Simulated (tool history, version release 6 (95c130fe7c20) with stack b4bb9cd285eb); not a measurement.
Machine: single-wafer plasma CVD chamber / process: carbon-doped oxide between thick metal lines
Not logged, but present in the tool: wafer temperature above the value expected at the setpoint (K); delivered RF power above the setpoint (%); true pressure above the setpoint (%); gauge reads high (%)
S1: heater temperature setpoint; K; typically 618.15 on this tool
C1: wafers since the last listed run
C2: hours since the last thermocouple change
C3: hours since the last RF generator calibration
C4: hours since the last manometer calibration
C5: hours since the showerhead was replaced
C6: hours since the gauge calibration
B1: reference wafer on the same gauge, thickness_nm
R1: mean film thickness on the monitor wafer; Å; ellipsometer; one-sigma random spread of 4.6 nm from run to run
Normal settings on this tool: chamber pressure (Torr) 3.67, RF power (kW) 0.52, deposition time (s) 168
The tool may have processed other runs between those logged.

run 1 hour=0 | S1=628.15 chamber_pressure_(Torr)=3.67 RF_power_(kW)=0.47 deposition_time_(s)=168 | C1=0 C2=355.3 C3=1177.3 C4=1174.1 C5=2434.3 C6=908.3 | B1=976.656 | R1=7137.13
run 2 hour=27.1 | S1=628.15 chamber_pressure_(Torr)=3.67 RF_power_(kW)=0.47 deposition_time_(s)=168 | C1=365 C2=382.4 C3=1204.4 C4=1201.2 C5=2461.4 C6=935.4 | B1=977.724 | R1=7103.4
run 3 hour=65.4 | S1=618.15 chamber_pressure_(Torr)=3.67 RF_power_(kW)=0.52 deposition_time_(s)=158 | C1=516 C2=420.7 C3=1242.7 C4=1239.5 C5=2499.7 C6=973.7 | B1=977.428 | R1=7524.82
run 4 hour=128.8 | S1=618.15 chamber_pressure_(Torr)=3.67 RF_power_(kW)=0.52 deposition_time_(s)=158 | C1=855 C2=484.1 C3=1306.1 C4=1302.9 C5=2563.1 C6=1037.1 | B1=976.349 | R1=7540.15
run 5 hour=178 | S1=618.15 chamber_pressure_(Torr)=3.67 RF_power_(kW)=0.52 deposition_time_(s)=158 | C1=664 C2=533.3 C3=1355.3 C4=1352.1 C5=2612.3 C6=1086.3 | B1=975.901 | R1=7563.19
run 6 hour=206.4 | S1=618.15 chamber_pressure_(Torr)=3.67 RF_power_(kW)=0.52 deposition_time_(s)=168 | C1=383 C2=561.7 C3=1383.7 C4=1380.5 C5=2640.7 C6=1114.7 | B1=977.171 | R1=7987.56
-- hour=275.1 showerhead replaced, of another model than before
run 7 hour=276.7 | S1=618.15 chamber_pressure_(Torr)=3.67 RF_power_(kW)=0.52 deposition_time_(s)=160 | C1=840 C2=632 C3=1454 C4=1450.8 C5=1.6 C6=1185 | B1=977.101 | R1=7771.78
run 8 hour=303.2 | S1=618.15 chamber_pressure_(Torr)=3.67 RF_power_(kW)=0.56 deposition_time_(s)=168 | C1=357 C2=658.5 C3=1480.5 C4=1477.3 C5=28.1 C6=1211.5 | B1=977.605 | R1=8509.16
-- hour=325 RF generator calibrated
run 9 hour=331.7 | S1=618.15 chamber_pressure_(Torr)=3.67 RF_power_(kW)=0.56 deposition_time_(s)=168 | C1=276 C2=687 C3=6.7 C4=1505.8 C5=56.6 C6=1240 | B1=977.228 | R1=8852.31
run 10 hour=386.6 | S1=618.15 chamber_pressure_(Torr)=3.41 RF_power_(kW)=0.52 deposition_time_(s)=168 | C1=741 C2=741.9 C3=61.6 C4=1560.7 C5=111.5 C6=1294.9 | B1=976.777 | R1=8469.92
run 11 hour=448.4 | S1=618.15 chamber_pressure_(Torr)=3.41 RF_power_(kW)=0.52 deposition_time_(s)=168 | C1=834 C2=803.7 C3=123.4 C4=1622.5 C5=173.3 C6=1356.7 | B1=977.218 | R1=8448.42
run 12 hour=487.9 | S1=618.15 chamber_pressure_(Torr)=3.41 RF_power_(kW)=0.52 deposition_time_(s)=168 | C1=533 C2=843.2 C3=162.9 C4=1662 C5=212.8 C6=1396.2 | B1=976.162 | R1=8454.73
-- hour=533.4 capacitance manometer re-zeroed and calibrated
run 13 hour=533.9 | S1=618.15 chamber_pressure_(Torr)=4.41 RF_power_(kW)=0.575 deposition_time_(s)=168 | C1=512 C2=889.2 C3=208.9 C4=0.5 C5=258.8 C6=1442.2 | B1=976.909 | R1=9019.75
run 14 hour=570 | S1=618.15 chamber_pressure_(Torr)=4.08 RF_power_(kW)=0.52 deposition_time_(s)=143 | C1=487 C2=925.3 C3=245 C4=36.6 C5=294.9 C6=1478.3 | B1=977.651 | R1=7231.97
run 15 hour=606.8 | S1=630.15 chamber_pressure_(Torr)=3.1 RF_power_(kW)=0.62 deposition_time_(s)=168 | C1=496 C2=962.1 C3=281.8 C4=73.4 C5=331.7 C6=1515.1 | B1=976.991 | R1=8897.73
run 16 hour=633.5 | S1=604.15 chamber_pressure_(Torr)=4.35 RF_power_(kW)=0.425 deposition_time_(s)=188 | C1=360 C2=988.8 C3=308.5 C4=100.1 C5=358.4 C6=1541.8 | B1=977.332 | R1=8706.93
-- hour=641.3 gauge calibrated
run 17 hour=672.5 | S1=628.15 chamber_pressure_(Torr)=4.07 RF_power_(kW)=0.59 deposition_time_(s)=168 | C1=526 C2=1027.8 C3=347.5 C4=139.1 C5=397.4 C6=31.2 | B1=976.012 | R1=8777.43
-- hour=694.5 thermocouple changed; heater temperature recalibrated
run 18 hour=865.2 | S1=618.15 chamber_pressure_(Torr)=3.67 RF_power_(kW)=0.6 deposition_time_(s)=168 | C1=2493 C2=170.7 C3=540.2 C4=331.8 C5=590.1 C6=223.9 | B1=976.317 | R1=9001.74
run 19 hour=923.7 | S1=618.15 chamber_pressure_(Torr)=3.67 RF_power_(kW)=0.52 deposition_time_(s)=145 | C1=789 C2=229.2 C3=598.7 C4=390.3 C5=648.6 C6=282.4 | B1=977.492 | R1=7142.96
run 20 hour=990.7 | S1=618.15 chamber_pressure_(Torr)=3.67 RF_power_(kW)=0.59 deposition_time_(s)=154 | C1=904 C2=296.2 C3=665.7 C4=457.3 C5=715.6 C6=349.4 | B1=977.018 | R1=8172.59
run 21 hour=1039.7 | S1=618.15 chamber_pressure_(Torr)=3.67 RF_power_(kW)=0.52 deposition_time_(s)=168 | C1=661 C2=345.2 C3=714.7 C4=506.3 C5=764.6 C6=398.4 | B1=977.626 | R1=8236.51
run 22 hour=1078.9 | S1=618.15 chamber_pressure_(Torr)=3.67 RF_power_(kW)=0.43 deposition_time_(s)=168 | C1=529 C2=384.4 C3=753.9 C4=545.5 C5=803.8 C6=437.6 | B1=977.526 | R1=7310.8
run 23 hour=1109.5 | S1=618.15 chamber_pressure_(Torr)=3.67 RF_power_(kW)=0.52 deposition_time_(s)=168 | C1=413 C2=415 C3=784.5 C4=576.1 C5=834.4 C6=468.2 | B1=975.413 | R1=8304.19
run 24 hour=1168.7 | S1=618.15 chamber_pressure_(Torr)=3.67 RF_power_(kW)=0.52 deposition_time_(s)=168 | C1=799 C2=474.2 C3=843.7 C4=635.3 C5=893.6 C6=527.4 | B1=976.671 | R1=8324.61
run 25 hour=1234.7 | S1=609.15 chamber_pressure_(Torr)=4.57 RF_power_(kW)=0.52 deposition_time_(s)=168 | C1=890 C2=540.2 C3=909.7 C4=701.3 C5=959.6 C6=593.4 | B1=977.077 | R1=8569.87
run 26 hour=1277.9 | S1=626.15 chamber_pressure_(Torr)=3.24 RF_power_(kW)=0.565 deposition_time_(s)=145 | C1=583 C2=583.4 C3=952.9 C4=744.5 C5=1002.8 C6=636.6 | B1=976.837 | R1=7278.24
run 27 hour=1319.7 | S1=618.15 chamber_pressure_(Torr)=3.67 RF_power_(kW)=0.52 deposition_time_(s)=168 | C1=564 C2=625.2 C3=994.7 C4=786.3 C5=1044.6 C6=678.4 | B1=976.97 | R1=8291.29
run 28 hour=1378.7 | S1=629.15 chamber_pressure_(Torr)=4.12 RF_power_(kW)=0.62 deposition_time_(s)=156 | C1=796 C2=684.2 C3=1053.7 C4=845.3 C5=1103.6 C6=737.4 | B1=976.546 | R1=8277.94
run 29 hour=1411.6 | S1=618.15 chamber_pressure_(Torr)=3.67 RF_power_(kW)=0.52 deposition_time_(s)=158 | C1=444 C2=717.1 C3=1086.6 C4=878.2 C5=1136.5 C6=770.3 | B1=976.317 | R1=7800.53

Each run again, without the hidden state but with its own random variation kept:
run=1 R1=7750.89
run=2 R1=7717.12
run=3 R1=8083.82
run=4 R1=8105.4
run=5 R1=8133.71
run=6 R1=8592.08
run=7 R1=8151.26
run=8 R1=8919.97
run=9 R1=8911.42
run=10 R1=8563.55
run=11 R1=8577.98
run=12 R1=8605.39
run=13 R1=9199.32
run=14 R1=7394.09
run=15 R1=9106.74
run=16 R1=8970.89
run=17 R1=9008.81
run=18 R1=9298.06
run=19 R1=7398.86
run=20 R1=8468.15
run=21 R1=8553.93
run=22 R1=7650.16
run=23 R1=8635.43
run=24 R1=8665.03
run=25 R1=8928.77
run=26 R1=7582.32
run=27 R1=8647.55
run=28 R1=8624.27
run=29 R1=8143.37
